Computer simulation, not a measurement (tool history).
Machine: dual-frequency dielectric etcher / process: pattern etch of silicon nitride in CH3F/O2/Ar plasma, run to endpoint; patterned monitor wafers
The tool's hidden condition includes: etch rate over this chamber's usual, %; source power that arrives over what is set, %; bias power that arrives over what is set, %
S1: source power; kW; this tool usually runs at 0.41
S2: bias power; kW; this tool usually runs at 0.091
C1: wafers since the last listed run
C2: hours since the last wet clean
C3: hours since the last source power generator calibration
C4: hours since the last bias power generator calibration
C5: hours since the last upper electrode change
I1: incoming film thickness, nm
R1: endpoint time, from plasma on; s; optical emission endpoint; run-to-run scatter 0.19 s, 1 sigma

{"run": 1, "hour": 0.0, "S1": 0.41, "S2": 0.091, "C1": 0, "C2": 305.5, "C3": 2422, "C4": 2774.8, "C5": 3458.2, "I1": 49.87, "R1": 63}
{"run": 2, "hour": 18.9, "S1": 0.41, "S2": 0.091, "C1": 161, "C2": 324.4, "C3": 2440.9, "C4": 2793.7, "C5": 3477.1, "I1": 49.65, "R1": 63.3}
{"run": 3, "hour": 46.3, "S1": 0.44, "S2": 0.091, "C1": 233, "C2": 351.8, "C3": 2468.3, "C4": 2821.1, "C5": 3504.5, "I1": 49.88, "R1": 61.7}
{"run": 4, "hour": 74.7, "S1": 0.44, "S2": 0.091, "C1": 241, "C2": 380.2, "C3": 2496.7, "C4": 2849.5, "C5": 3532.9, "I1": 50.67, "R1": 62.7}
{"run": 5, "hour": 99.5, "S1": 0.41, "S2": 0.073, "C1": 211, "C2": 405, "C3": 2521.5, "C4": 2874.3, "C5": 3557.7, "I1": 49.77, "R1": 69.2}
{"run": 6, "hour": 116.6, "S1": 0.41, "S2": 0.073, "C1": 145, "C2": 422.1, "C3": 2538.6, "C4": 2891.4, "C5": 3574.8, "I1": 49.23, "R1": 68.5}
{"run": 7, "hour": 130.8, "S1": 0.41, "S2": 0.091, "C1": 120, "C2": 436.3, "C3": 2552.8, "C4": 2905.6, "C5": 3589, "I1": 50.4, "R1": 64}
{"run": 8, "hour": 162.9, "S1": 0.41, "S2": 0.091, "C1": 273, "C2": 468.4, "C3": 2584.9, "C4": 2937.7, "C5": 3621.1, "I1": 49.78, "R1": 63.5}
{"run": 9, "hour": 180.7, "S1": 0.41, "S2": 0.091, "C1": 151, "C2": 486.2, "C3": 2602.7, "C4": 2955.5, "C5": 3638.9, "I1": 49.98, "R1": 63.5}
{"run": 10, "hour": 199.0, "S1": 0.41, "S2": 0.091, "C1": 155, "C2": 504.5, "C3": 2621, "C4": 2973.8, "C5": 3657.2, "I1": 50.61, "R1": 64.6}
{"run": 11, "hour": 219.5, "S1": 0.41, "S2": 0.091, "C1": 174, "C2": 525, "C3": 2641.5, "C4": 2994.3, "C5": 3677.7, "I1": 50.51, "R1": 64.1}
{"hour": 262.3, "done": "upper electrode replaced"}
{"run": 12, "hour": 262.8, "S1": 0.44, "S2": 0.078, "C1": 164, "C2": 568.3, "C3": 2684.8, "C4": 3037.6, "C5": 0.5, "I1": 49.81, "R1": 66.2}
{"run": 13, "hour": 277.0, "S1": 0.36, "S2": 0.091, "C1": 120, "C2": 582.5, "C3": 2699, "C4": 3051.8, "C5": 14.7, "I1": 49.7, "R1": 66.2}
{"run": 14, "hour": 306.4, "S1": 0.41, "S2": 0.091, "C1": 250, "C2": 611.9, "C3": 2728.4, "C4": 3081.2, "C5": 44.1, "I1": 49.99, "R1": 64.1}
{"run": 15, "hour": 330.0, "S1": 0.41, "S2": 0.091, "C1": 201, "C2": 635.5, "C3": 2752, "C4": 3104.8, "C5": 67.7, "I1": 49.46, "R1": 63.3}
{"hour": 337.2, "done": "bias power generator calibrated"}
{"run": 16, "hour": 360.5, "S1": 0.41, "S2": 0.091, "C1": 225, "C2": 666, "C3": 2782.5, "C4": 23.3, "C5": 98.2, "I1": 49.63, "R1": 63.5}
{"hour": 386.4, "done": "wet clean of the chamber"}
{"run": 17, "hour": 386.9, "S1": 0.45, "S2": 0.105, "C1": 20, "C2": 0.5, "C3": 2808.9, "C4": 49.7, "C5": 124.6, "I1": 50.18, "R1": 58}
{"run": 18, "hour": 408.5, "S1": 0.41, "S2": 0.091, "C1": 184, "C2": 22.1, "C3": 2830.5, "C4": 71.3, "C5": 146.2, "I1": 50.36, "R1": 63.6}
{"hour": 424.9, "done": "source power generator calibrated"}
{"run": 19, "hour": 443.5, "S1": 0.33, "S2": 0.103, "C1": 264, "C2": 57.1, "C3": 18.6, "C4": 106.3, "C5": 181.2, "I1": 50.47, "R1": 65.4}
{"run": 20, "hour": 462.8, "S1": 0.41, "S2": 0.091, "C1": 164, "C2": 76.4, "C3": 37.9, "C4": 125.6, "C5": 200.5, "I1": 50.06, "R1": 63.8}
{"run": 21, "hour": 538.3, "S1": 0.36, "S2": 0.106, "C1": 643, "C2": 151.9, "C3": 113.4, "C4": 201.1, "C5": 276, "I1": 49.79, "R1": 62.2}
{"run": 22, "hour": 573.8, "S1": 0.33, "S2": 0.068, "C1": 302, "C2": 187.4, "C3": 148.9, "C4": 236.6, "C5": 311.5, "I1": 49.93, "R1": 77.1}

Run 23 is up next; what results do you expect?
{"run": 23, "hour": 603.5, "S1": 0.44, "S2": 0.111, "C1": 253, "C2": 217.1, "C3": 178.6, "C4": 266.3, "C5": 341.2, "I1": 50.33, "R1": "?"}

{"run 23": {"R1": 57.6}}
Were there no unlogged condition in the tool, this run, its random variation unchanged, would have produced R1 57.2 s.
